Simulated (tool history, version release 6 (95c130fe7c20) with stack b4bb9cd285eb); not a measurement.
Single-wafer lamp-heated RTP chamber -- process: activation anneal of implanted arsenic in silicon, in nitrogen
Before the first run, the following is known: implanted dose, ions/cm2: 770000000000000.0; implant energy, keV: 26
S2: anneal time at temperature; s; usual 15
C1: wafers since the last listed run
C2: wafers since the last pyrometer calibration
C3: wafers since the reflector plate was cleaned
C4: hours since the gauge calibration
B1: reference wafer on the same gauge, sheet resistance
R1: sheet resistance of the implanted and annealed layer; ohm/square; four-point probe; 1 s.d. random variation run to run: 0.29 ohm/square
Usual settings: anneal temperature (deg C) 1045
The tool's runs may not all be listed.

Run 1, hour 0.0: usual settings; C1 0; C2 1804; C3 1804; C4 158.5; B1 120.05. Result: R1 132.73 ohm/square.
Run 2, hour 42.1: usual settings; C1 564; C2 2369; C3 2369; C4 200.6; B1 120.01. Result: R1 133.70 ohm/square.
Run 3, hour 145.4: usual settings; C1 1384; C2 3753; C3 3753; C4 303.9; B1 120.00. Result: R1 133.62 ohm/square.
At hour 179.5: reflector plate cleaned.
Run 4, hour 181.0: usual settings; C1 369; C2 4123; C3 19; C4 339.5; B1 120.02. Result: R1 133.66 ohm/square.
At hour 237.2: pyrometer window cleaned and pyrometer calibrated.
Run 5, hour 251.2: usual settings; C1 833; C2 187; C3 853; C4 409.7; B1 120.02. Result: R1 133.74 ohm/square.
Run 6, hour 317.5: usual settings but S2 20 s; C1 888; C2 1076; C3 1741; C4 476.0; B1 120.00. Result: R1 131.98 ohm/square.
Run 7, hour 388.4: usual settings but S2 8 s; C1 950; C2 2026; C3 2692; C4 546.9; B1 120.04. Result: R1 136.89 ohm/square.
Run 8, hour 426.1: usual settings but S2 8 s; C1 505; C2 2531; C3 3197; C4 584.6; B1 119.97. Result: R1 136.63 ohm/square.
At hour 488.8: reflector plate cleaned.
Run 9, hour 489.3: usual settings but anneal temperature (deg C) 1034; C1 739; C2 3271; C3 6; C4 647.8; B1 120.00. Result: R1 134.52 ohm/square.
Run 10, hour 539.8: usual settings but anneal temperature (deg C) 1034; C1 676; C2 3948; C3 683; C4 698.3; B1 119.98. Result: R1 134.36 ohm/square.
Run 11, hour 585.6: usual settings but anneal temperature (deg C) 1034; C1 613; C2 4561; C3 1297; C4 744.1; B1 120.09. Result: R1 133.72 ohm/square.
At hour 618.9: pyrometer window cleaned and pyrometer calibrated.
Run 12, hour 622.8: usual settings but anneal temperature (deg C) 1066; C1 391; C2 52; C3 1688; C4 781.3; B1 119.96. Result: R1 129.91 ohm/square.
Run 13, hour 680.5: usual settings but anneal temperature (deg C) 1059, S2 23 s; C1 773; C2 826; C3 2461; C4 839.0; B1 119.97. Result: R1 127.81 ohm/square.
At hour 722.4: gauge calibrated.
Run 14, hour 747.5: usual settings but anneal temperature (deg C) 1031, S2 8 s; C1 897; C2 1723; C3 3359; C4 25.1; B1 119.92. Result: R1 137.05 ohm/square.
Run 15, hour 784.9: usual settings but anneal temperature (deg C) 1031, S2 11 s; C1 501; C2 2225; C3 3860; C4 62.5; B1 120.01. Result: R1 136.00 ohm/square.
At hour 806.6: reflector plate cleaned, repeated, since the last time left the tool worse.
Run 16, hour 852.6: usual settings but anneal temperature (deg C) 1023, S2 11 s; C1 800; C2 3025; C3 615; C4 130.2; B1 119.99. Result: R1 137.14 ohm/square.
Run 17, hour 906.3: usual settings but anneal temperature (deg C) 1024, S2 21 s; C1 719; C2 3744; C3 1335; C4 183.9; B1 119.97. Result: R1 134.02 ohm/square.
Run 18, hour 956.7: usual settings but anneal temperature (deg C) 1065; C1 675; C2 4420; C3 2010; C4 234.3; B1 119.96. Result: R1 130.56 ohm/square.
At hour 1000.6: pyrometer window cleaned and pyrometer calibrated.
Run 19, hour 1023.2: usual settings; C1 783; C2 303; C3 2794; C4 300.8; B1 120.01. Result: R1 133.34 ohm/square.
Run 20, hour 1089.5: usual settings but anneal temperature (deg C) 1032, S2 6 s; C1 888; C2 1191; C3 3683; C4 367.1; B1 120.06. Result: R1 140.28 ohm/square.
Run 21, hour 1133.6: usual settings but anneal temperature (deg C) 1023, S2 11 s; C1 590; C2 1782; C3 4274; C4 411.2; B1 119.97. Result: R1 137.28 ohm/square.
At hour 1161.6: reflector plate cleaned.
Run 22, hour 1310.4: usual settings but anneal temperature (deg C) 1070; C1 2262; C2 4044; C3 1993; C4 588.0; B1 119.94. Result: R1 130.03 ohm/square.
Run 23, hour 1352.3: usual settings but S2 21 s; C1 561; C2 4606; C3 2554; C4 629.9; B1 120.04. Result: R1 131.67 ohm/square.
At hour 1387.2: pyrometer window cleaned and pyrometer calibrated.
Run 24, hour 1393.3: usual settings but anneal temperature (deg C) 1075, S2 18 s; C1 442; C2 82; C3 2997; C4 670.9; B1 120.04. Result: R1 128.15 ohm/square.

3 ways to go on from here, each from the tool as it stands after run 24. What would each give?
Run A, hour 1393.7: usual settings; C1 5; C2 87; C3 3002; C4 671.3; B1 ?. Result: R1 ?.
Run B, hour 1393.7: usual settings but anneal temperature (deg C) 1027; C1 5; C2 87; C3 3002; C4 671.3; B1 ?. Result: R1 ?.
Run C, hour 1393.7: usual settings but anneal temperature (deg C) 1036, S2 23 s; C1 5; C2 87; C3 3002; C4 671.3; B1 ?. Result: R1 ?.

run      B1      R1
  A  119.92  133.38
  B  119.92  135.49
  C  119.92  132.05
With no hidden state in the tool, these same runs would have given:
run      R1
  A  133.83
  B  135.94
  C  132.52

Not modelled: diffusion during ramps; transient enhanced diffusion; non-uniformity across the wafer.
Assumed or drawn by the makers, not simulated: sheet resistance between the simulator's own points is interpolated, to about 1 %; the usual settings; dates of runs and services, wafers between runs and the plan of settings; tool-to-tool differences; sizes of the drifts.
